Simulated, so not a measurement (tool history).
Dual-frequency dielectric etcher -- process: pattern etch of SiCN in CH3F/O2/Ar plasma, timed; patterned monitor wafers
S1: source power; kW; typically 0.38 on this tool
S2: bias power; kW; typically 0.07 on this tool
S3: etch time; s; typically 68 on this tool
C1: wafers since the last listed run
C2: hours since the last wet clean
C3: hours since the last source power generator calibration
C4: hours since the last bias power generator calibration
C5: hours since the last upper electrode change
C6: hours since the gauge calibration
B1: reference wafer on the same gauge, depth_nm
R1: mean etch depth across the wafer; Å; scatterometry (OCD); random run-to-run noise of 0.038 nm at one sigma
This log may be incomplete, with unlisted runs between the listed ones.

run 1 hour=0 | S1=0.38 S2=0.07 S3=68 | C1=0 C2=173.3 C3=2151.8 C4=4220.6 C5=4756.9 C6=636.8 | B1=27.73 | R1=252.1
run 2 hour=19.1 | S1=0.38 S2=0.07 S3=68 | C1=275 C2=192.4 C3=2170.9 C4=4239.7 C5=4776 C6=655.9 | B1=27.7 | R1=252.1
run 3 hour=37 | S1=0.38 S2=0.056 S3=55.5 | C1=258 C2=210.3 C3=2188.8 C4=4257.6 C5=4793.9 C6=673.8 | B1=27.71 | R1=191.8
run 4 hour=65.9 | S1=0.38 S2=0.056 S3=55.5 | C1=417 C2=239.2 C3=2217.7 C4=4286.5 C5=4822.8 C6=702.7 | B1=27.72 | R1=191.9
run 5 hour=86.3 | S1=0.38 S2=0.07 S3=68 | C1=294 C2=259.6 C3=2238.1 C4=4306.9 C5=4843.2 C6=723.1 | B1=27.69 | R1=252.4
-- hour=125.8 upper electrode replaced
run 6 hour=126.3 | S1=0.38 S2=0.07 S3=82.5 | C1=231 C2=299.6 C3=2278.1 C4=4346.9 C5=0.5 C6=763.1 | B1=27.71 | R1=306.1
run 7 hour=148.9 | S1=0.4 S2=0.07 S3=68 | C1=326 C2=322.2 C3=2300.7 C4=4369.5 C5=23.1 C6=785.7 | B1=27.68 | R1=257.4
run 8 hour=174.1 | S1=0.4 S2=0.07 S3=68 | C1=364 C2=347.4 C3=2325.9 C4=4394.7 C5=48.3 C6=810.9 | B1=27.69 | R1=257.4
run 9 hour=202.9 | S1=0.38 S2=0.078 S3=68 | C1=416 C2=376.2 C3=2354.7 C4=4423.5 C5=77.1 C6=839.7 | B1=27.7 | R1=262.3
-- hour=216.3 gauge calibrated
run 10 hour=222.5 | S1=0.38 S2=0.07 S3=68 | C1=283 C2=395.8 C3=2374.3 C4=4443.1 C5=96.7 C6=6.2 | B1=27.69 | R1=253.5
run 11 hour=241.8 | S1=0.38 S2=0.06 S3=75.5 | C1=278 C2=415.1 C3=2393.6 C4=4462.4 C5=116 C6=25.5 | B1=27.7 | R1=267.7
run 12 hour=261.8 | S1=0.3 S2=0.079 S3=51.5 | C1=288 C2=435.1 C3=2413.6 C4=4482.4 C5=136 C6=45.5 | B1=27.71 | R1=185.5
-- hour=276.7 bias power generator calibrated
run 13 hour=296.4 | S1=0.33 S2=0.07 S3=68 | C1=442 C2=469.7 C3=2448.2 C4=19.7 C5=170.6 C6=80.1 | B1=27.68 | R1=242.3
run 14 hour=323.2 | S1=0.38 S2=0.07 S3=61.5 | C1=387 C2=496.5 C3=2475 C4=46.5 C5=197.4 C6=106.9 | B1=27.7 | R1=230
run 15 hour=342.8 | S1=0.38 S2=0.07 S3=68 | C1=283 C2=516.1 C3=2494.6 C4=66.1 C5=217 C6=126.5 | B1=27.71 | R1=254.2
run 16 hour=362.1 | S1=0.38 S2=0.07 S3=68 | C1=278 C2=535.4 C3=2513.9 C4=85.4 C5=236.3 C6=145.8 | B1=27.71 | R1=254.5
run 17 hour=378.3 | S1=0.46 S2=0.086 S3=68 | C1=234 C2=551.6 C3=2530.1 C4=101.6 C5=252.5 C6=162 | B1=27.68 | R1=289.6
-- hour=404.6 wet clean of the chamber
run 18 hour=405.1 | S1=0.38 S2=0.084 S3=62 | C1=40 C2=0.5 C3=2556.9 C4=128.4 C5=279.3 C6=188.8 | B1=27.7 | R1=244.3
run 19 hour=414.7 | S1=0.38 S2=0.07 S3=79.5 | C1=138 C2=10.1 C3=2566.5 C4=138 C5=288.9 C6=198.4 | B1=27.71 | R1=294.5
run 20 hour=450.2 | S1=0.31 S2=0.07 S3=68 | C1=512 C2=45.6 C3=2602 C4=173.5 C5=324.4 C6=233.9 | B1=27.72 | R1=235.6
-- hour=505 source power generator calibrated
run 21 hour=537.2 | S1=0.42 S2=0.07 S3=68 | C1=1199 C2=132.6 C3=32.2 C4=260.5 C5=411.4 C6=320.9 | B1=27.7 | R1=264.2
run 22 hour=552.5 | S1=0.38 S2=0.07 S3=68 | C1=221 C2=147.9 C3=47.5 C4=275.8 C5=426.7 C6=336.2 | B1=27.71 | R1=256.2
run 23 hour=570.5 | S1=0.38 S2=0.07 S3=68 | C1=260 C2=165.9 C3=65.5 C4=293.8 C5=444.7 C6=354.2 | B1=27.7 | R1=256
run 24 hour=592.9 | S1=0.38 S2=0.07 S3=68 | C1=323 C2=188.3 C3=87.9 C4=316.2 C5=467.1 C6=376.6 | B1=27.7 | R1=255.5
run 25 hour=609.9 | S1=0.35 S2=0.07 S3=48.5 | C1=245 C2=205.3 C3=104.9 C4=333.2 C5=484.1 C6=393.6 | B1=27.7 | R1=178
run 26 hour=629 | S1=0.43 S2=0.062 S3=75 | C1=275 C2=224.4 C3=124 C4=352.3 C5=503.2 C6=412.7 | B1=27.7 | R1=283
run 27 hour=653.3 | S1=0.38 S2=0.07 S3=68 | C1=351 C2=248.7 C3=148.3 C4=376.6 C5=527.5 C6=437 | B1=27.7 | R1=256
run 28 hour=682.6 | S1=0.38 S2=0.07 S3=84.5 | C1=423 C2=278 C3=177.6 C4=405.9 C5=556.8 C6=466.3 | B1=27.69 | R1=319.6
run 29 hour=711.7 | S1=0.44 S2=0.07 S3=60 | C1=420 C2=307.1 C3=206.7 C4=435 C5=585.9 C6=495.4 | B1=27.68 | R1=237.3

What if the next run were any one of these 5? Each begins from the tool's condition after run 29:
run A hour=712.1 | S1=0.38 S2=0.07 S3=68 | C1=5 C2=307.5 C3=207.1 C4=435.4 C5=586.3 C6=495.8 | B1=? | R1=?
run B hour=712.1 | S1=0.38 S2=0.075 S3=81.5 | C1=5 C2=307.5 C3=207.1 C4=435.4 C5=586.3 C6=495.8 | B1=? | R1=?
run C hour=712.1 | S1=0.41 S2=0.07 S3=68 | C1=5 C2=307.5 C3=207.1 C4=435.4 C5=586.3 C6=495.8 | B1=? | R1=?
run D hour=712.1 | S1=0.38 S2=0.06 S3=68 | C1=5 C2=307.5 C3=207.1 C4=435.4 C5=586.3 C6=495.8 | B1=? | R1=?
run E hour=712.1 | S1=0.38 S2=0.07 S3=56.5 | C1=5 C2=307.5 C3=207.1 C4=435.4 C5=586.3 C6=495.8 | B1=? | R1=?

run=A B1=27.71 R1=256
run=B B1=27.71 R1=314.1
run=C B1=27.71 R1=262.4
run=D B1=27.71 R1=243.5
run=E B1=27.71 R1=212.7
Stripped of hidden state, with their random variation kept, the same runs would have yielded:
run=A R1=255.7
run=B R1=313.7
run=C R1=262.1
run=D R1=243.2
run=E R1=212.5
